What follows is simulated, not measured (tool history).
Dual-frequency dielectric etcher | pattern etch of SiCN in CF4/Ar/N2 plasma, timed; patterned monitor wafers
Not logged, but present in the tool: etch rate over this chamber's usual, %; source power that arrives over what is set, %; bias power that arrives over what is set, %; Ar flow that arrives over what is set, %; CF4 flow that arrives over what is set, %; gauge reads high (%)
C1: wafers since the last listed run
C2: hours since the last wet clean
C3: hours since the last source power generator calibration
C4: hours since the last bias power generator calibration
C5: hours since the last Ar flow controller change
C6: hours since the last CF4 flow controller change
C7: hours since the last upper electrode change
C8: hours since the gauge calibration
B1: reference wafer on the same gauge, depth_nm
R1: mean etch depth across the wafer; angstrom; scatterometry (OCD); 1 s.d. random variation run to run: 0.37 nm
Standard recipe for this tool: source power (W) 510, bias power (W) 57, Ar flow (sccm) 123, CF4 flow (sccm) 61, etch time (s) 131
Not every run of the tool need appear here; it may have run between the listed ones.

run 1 hour=0 | source_power_(W)=510 bias_power_(W)=57 Ar_flow_(sccm)=106 CF4_flow_(sccm)=48 etch_time_(s)=121 | C1=0 C2=60.7 C3=2777.7 C4=3003.8 C5=5650.3 C6=5635.6 C7=5928.2 C8=183.6 | B1=110 | R1=851
-- hour=31.9 upper electrode replaced
run 2 hour=32.4 | source_power_(W)=510 bias_power_(W)=57 Ar_flow_(sccm)=123 CF4_flow_(sccm)=65 etch_time_(s)=110 | C1=49 C2=93.1 C3=2810.1 C4=3036.2 C5=5682.7 C6=5668 C7=0.5 C8=216 | B1=110.1 | R1=812
run 3 hour=46 | source_power_(W)=590 bias_power_(W)=57 Ar_flow_(sccm)=123 CF4_flow_(sccm)=68 etch_time_(s)=131 | C1=80 C2=106.7 C3=2823.7 C4=3049.8 C5=5696.3 C6=5681.6 C7=14.1 C8=229.6 | B1=110 | R1=1141
run 4 hour=70.3 | source_power_(W)=510 bias_power_(W)=67 Ar_flow_(sccm)=150 CF4_flow_(sccm)=61 etch_time_(s)=104.5 | C1=143 C2=131 C3=2848 C4=3074.1 C5=5720.6 C6=5705.9 C7=38.4 C8=253.9 | B1=110 | R1=802
run 5 hour=90.9 | source_power_(W)=390 bias_power_(W)=57 Ar_flow_(sccm)=147 CF4_flow_(sccm)=68 etch_time_(s)=145 | C1=121 C2=151.6 C3=2868.6 C4=3094.7 C5=5741.2 C6=5726.5 C7=59 C8=274.5 | B1=110 | R1=812
run 6 hour=126.8 | source_power_(W)=590 bias_power_(W)=67 Ar_flow_(sccm)=132 CF4_flow_(sccm)=61 etch_time_(s)=94.5 | C1=212 C2=187.5 C3=2904.5 C4=3130.6 C5=5777.1 C6=5762.4 C7=94.9 C8=310.4 | B1=110 | R1=843
run 7 hour=148.2 | source_power_(W)=430 bias_power_(W)=57 Ar_flow_(sccm)=141 CF4_flow_(sccm)=74 etch_time_(s)=150 | C1=126 C2=208.9 C3=2925.9 C4=3152 C5=5798.5 C6=5783.8 C7=116.3 C8=331.8 | B1=109.9 | R1=950
run 8 hour=165.5 | source_power_(W)=510 bias_power_(W)=57 Ar_flow_(sccm)=123 CF4_flow_(sccm)=61 etch_time_(s)=131 | C1=102 C2=226.2 C3=2943.2 C4=3169.3 C5=5815.8 C6=5801.1 C7=133.6 C8=349.1 | B1=110.1 | R1=960
run 9 hour=179.9 | source_power_(W)=540 bias_power_(W)=57 Ar_flow_(sccm)=123 CF4_flow_(sccm)=61 etch_time_(s)=108.5 | C1=85 C2=240.6 C3=2957.6 C4=3183.7 C5=5830.2 C6=5815.5 C7=148 C8=363.5 | B1=110.1 | R1=843
-- hour=202.3 source power generator calibrated
-- hour=269.3 bias power generator calibrated
run 10 hour=269.8 | source_power_(W)=510 bias_power_(W)=57 Ar_flow_(sccm)=123 CF4_flow_(sccm)=61 etch_time_(s)=144 | C1=484 C2=330.5 C3=67.5 C4=0.5 C5=5920.1 C6=5905.4 C7=237.9 C8=453.4 | B1=109.8 | R1=1116
-- hour=276.4 Ar flow controller replaced
-- hour=292.2 CF4 flow controller replaced
run 11 hour=292.7 | source_power_(W)=510 bias_power_(W)=67 Ar_flow_(sccm)=123 CF4_flow_(sccm)=61 etch_time_(s)=108 | C1=64 C2=353.4 C3=90.4 C4=23.4 C5=16.3 C6=0.5 C7=260.8 C8=476.3 | B1=109.9 | R1=905
run 12 hour=321.3 | source_power_(W)=510 bias_power_(W)=43 Ar_flow_(sccm)=123 CF4_flow_(sccm)=52 etch_time_(s)=131 | C1=169 C2=382 C3=119 C4=52 C5=44.9 C6=29.1 C7=289.4 C8=504.9 | B1=110 | R1=849
run 13 hour=348.9 | source_power_(W)=470 bias_power_(W)=57 Ar_flow_(sccm)=101 CF4_flow_(sccm)=61 etch_time_(s)=131 | C1=163 C2=409.6 C3=146.6 C4=79.6 C5=72.5 C6=56.7 C7=317 C8=532.5 | B1=110 | R1=974
run 14 hour=376.8 | source_power_(W)=450 bias_power_(W)=57 Ar_flow_(sccm)=123 CF4_flow_(sccm)=65 etch_time_(s)=157 | C1=165 C2=437.5 C3=174.5 C4=107.5 C5=100.4 C6=84.6 C7=344.9 C8=560.4 | B1=110.1 | R1=1096
-- hour=396.2 gauge calibrated
run 15 hour=401.3 | source_power_(W)=510 bias_power_(W)=68 Ar_flow_(sccm)=123 CF4_flow_(sccm)=61 etch_time_(s)=131 | C1=145 C2=462 C3=199 C4=132 C5=124.9 C6=109.1 C7=369.4 C8=5.1 | B1=109.9 | R1=1108
-- hour=425.5 wet clean of the chamber
run 16 hour=432.7 | source_power_(W)=510 bias_power_(W)=57 Ar_flow_(sccm)=123 CF4_flow_(sccm)=61 etch_time_(s)=131 | C1=43 C2=7.2 C3=230.4 C4=163.4 C5=156.3 C6=140.5 C7=400.8 C8=36.5 | B1=110 | R1=997
run 17 hour=450.8 | source_power_(W)=510 bias_power_(W)=57 Ar_flow_(sccm)=123 CF4_flow_(sccm)=61 etch_time_(s)=144 | C1=107 C2=25.3 C3=248.5 C4=181.5 C5=174.4 C6=158.6 C7=418.9 C8=54.6 | B1=109.9 | R1=1104
run 18 hour=480.7 | source_power_(W)=560 bias_power_(W)=52 Ar_flow_(sccm)=123 CF4_flow_(sccm)=61 etch_time_(s)=147.5 | C1=177 C2=55.2 C3=278.4 C4=211.4 C5=204.3 C6=188.5 C7=448.8 C8=84.5 | B1=110 | R1=1182
run 19 hour=513.5 | source_power_(W)=510 bias_power_(W)=57 Ar_flow_(sccm)=123 CF4_flow_(sccm)=61 etch_time_(s)=131 | C1=194 C2=88 C3=311.2 C4=244.2 C5=237.1 C6=221.3 C7=481.6 C8=117.3 | B1=110 | R1=1006
run 20 hour=531.9 | source_power_(W)=510 bias_power_(W)=57 Ar_flow_(sccm)=123 CF4_flow_(sccm)=61 etch_time_(s)=131 | C1=108 C2=106.4 C3=329.6 C4=262.6 C5=255.5 C6=239.7 C7=500 C8=135.7 | B1=110.2 | R1=1008

For each run, what was the tool's unlogged condition?
bias power that arrives over what is set, %: 0 in every run
Ar flow that arrives over what is set, %: 0 in every run
CF4 flow that arrives over what is set, %: 0 in every run
gauge reads high (%): 0 in every run
H1: etch rate over this chamber's usual, %
H2: source power that arrives over what is set, %
run=1 H1=0.267 H2=-4.75
run=2 H1=0.425 H2=-4.86
run=3 H1=0.492 H2=-4.9
run=4 H1=0.611 H2=-4.99
run=5 H1=0.712 H2=-5.06
run=6 H1=0.888 H2=-5.18
run=7 H1=0.993 H2=-5.25
run=8 H1=1.08 H2=-5.32
run=9 H1=1.15 H2=-5.37
run=10 H1=1.59 H2=-0.474
run=11 H1=1.7 H2=-0.476
run=12 H1=1.84 H2=-0.48
run=13 H1=1.98 H2=-0.484
run=14 H1=2.11 H2=-0.49
run=15 H1=2.23 H2=-0.495
run=16 H1=-0.0558 H2=-0.503
run=17 H1=0.0329 H2=-0.509
run=18 H1=0.179 H2=-0.518
run=19 H1=0.34 H2=-0.53
run=20 H1=0.43 H2=-0.537
